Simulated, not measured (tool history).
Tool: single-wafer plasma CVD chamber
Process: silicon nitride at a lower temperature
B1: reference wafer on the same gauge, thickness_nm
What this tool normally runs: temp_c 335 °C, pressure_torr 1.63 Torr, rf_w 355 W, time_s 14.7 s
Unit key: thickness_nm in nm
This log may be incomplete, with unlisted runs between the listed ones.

run 1 hour=0.0 | temp_c=335 pressure_torr=1.40 rf_w=355 time_s=14.7 | B1=17.201 | thickness_nm=16.626
run 2 hour=17.0 | temp_c=335 pressure_torr=1.63 rf_w=355 time_s=14.7 | B1=17.201 | thickness_nm=17.067
run 3 hour=31.8 | temp_c=335 pressure_torr=1.63 rf_w=355 time_s=14.7 | B1=17.207 | thickness_nm=17.206
run 4 hour=42.3 | temp_c=335 pressure_torr=1.63 rf_w=355 time_s=14.7 | B1=17.172 | thickness_nm=17.110
-- hour=48.6 gauge calibrated
run 5 hour=52.0 | temp_c=335 pressure_torr=1.63 rf_w=355 time_s=14.7 | B1=17.215 | thickness_nm=17.023
-- hour=61.2 capacitance manometer re-zeroed and calibrated
-- hour=64.5 RF generator calibrated
run 6 hour=65.0 | temp_c=335 pressure_torr=1.63 rf_w=355 time_s=14.7 | B1=17.193 | thickness_nm=18.618
run 7 hour=69.2 | temp_c=335 pressure_torr=1.63 rf_w=310 time_s=14.7 | B1=17.202 | thickness_nm=16.596
-- hour=84.2 showerhead replaced
run 8 hour=84.7 | temp_c=335 pressure_torr=1.63 rf_w=355 time_s=14.7 | B1=17.186 | thickness_nm=18.711
run 9 hour=99.9 | temp_c=335 pressure_torr=1.63 rf_w=355 time_s=14.7 | B1=17.198 | thickness_nm=18.799
run 10 hour=112.2 | temp_c=335 pressure_torr=1.63 rf_w=400 time_s=14.7 | B1=17.224 | thickness_nm=20.543
run 11 hour=133.9 | temp_c=335 pressure_torr=1.94 rf_w=355 time_s=14.7 | B1=17.216 | thickness_nm=19.593
run 12 hour=146.0 | temp_c=335 pressure_torr=1.63 rf_w=310 time_s=14.7 | B1=17.202 | thickness_nm=16.647
run 13 hour=156.9 | temp_c=328 pressure_torr=1.33 rf_w=355 time_s=16.9 | B1=17.193 | thickness_nm=20.473
run 14 hour=169.8 | temp_c=335 pressure_torr=1.63 rf_w=355 time_s=14.7 | B1=17.213 | thickness_nm=18.725
run 15 hour=182.0 | temp_c=326 pressure_torr=1.46 rf_w=295 time_s=14.7 | B1=17.199 | thickness_nm=15.618
run 16 hour=190.4 | temp_c=335 pressure_torr=1.77 rf_w=355 time_s=13.4 | B1=17.203 | thickness_nm=17.303

Run 17 is up next; what results do you expect?
run 17 hour=203.4 | temp_c=348 pressure_torr=1.63 rf_w=355 time_s=14.7 | B1=? | thickness_nm=?

{"run 17": {"B1": 17.194, "thickness_nm": 18.625}}
With no hidden state in the tool, this same run would have given thickness_nm 18.741 nm.
